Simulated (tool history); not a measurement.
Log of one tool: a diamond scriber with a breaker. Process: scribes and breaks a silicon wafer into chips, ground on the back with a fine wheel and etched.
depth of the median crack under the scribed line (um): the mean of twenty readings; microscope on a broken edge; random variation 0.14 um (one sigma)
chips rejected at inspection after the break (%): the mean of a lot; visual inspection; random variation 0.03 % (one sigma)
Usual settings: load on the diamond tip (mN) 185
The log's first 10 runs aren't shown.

run,hour,load on the diamond tip (mN),"incoming depth of the damage left on the back of the incoming wafer, um",depth of the median crack under the scribed line (um),chips rejected at inspection after the break (%)
11,741.4,185,0.39,8.60,0.85
12,804.6,185,0.58,8.59,0.84
13,852.0,185,0.53,8.48,0.86
14,919.5,185,0.65,8.65,0.90
15,960.2,143,0.42,7.20,3.32
# hour 1075.7: diamond tip replaced by a new one
16,1120.0,172,0.42,8.39,1.10
17,1211.9,172,0.66,8.34,1.13
18,1318.1,172,0.32,8.23,1.06
19,1398.0,185,0.69,8.81,0.91
# hour 1414.4: load on the tip recalibrated
20,1447.9,185,0.66,8.68,0.87
21,1522.3,140,0.65,7.30,3.81
22,1569.1,185,0.58,9.05,0.83
# hour 1716.9: diamond tip replaced by a new one
23,1791.6,228,0.36,9.94,2.67
24,1843.4,185,0.51,8.72,0.90
25,1924.7,141,0.51,7.44,3.80

Forecast run 26:
26,2020.1,185,0.39,?,?

depth of the median crack under the scribed line (um): 8.96
chips rejected at inspection after the break (%): 0.80
Without the tool's hidden state the same run would have given depth of the median crack under the scribed line (um) 8.96, chips rejected at inspection after the break (%) 0.80.
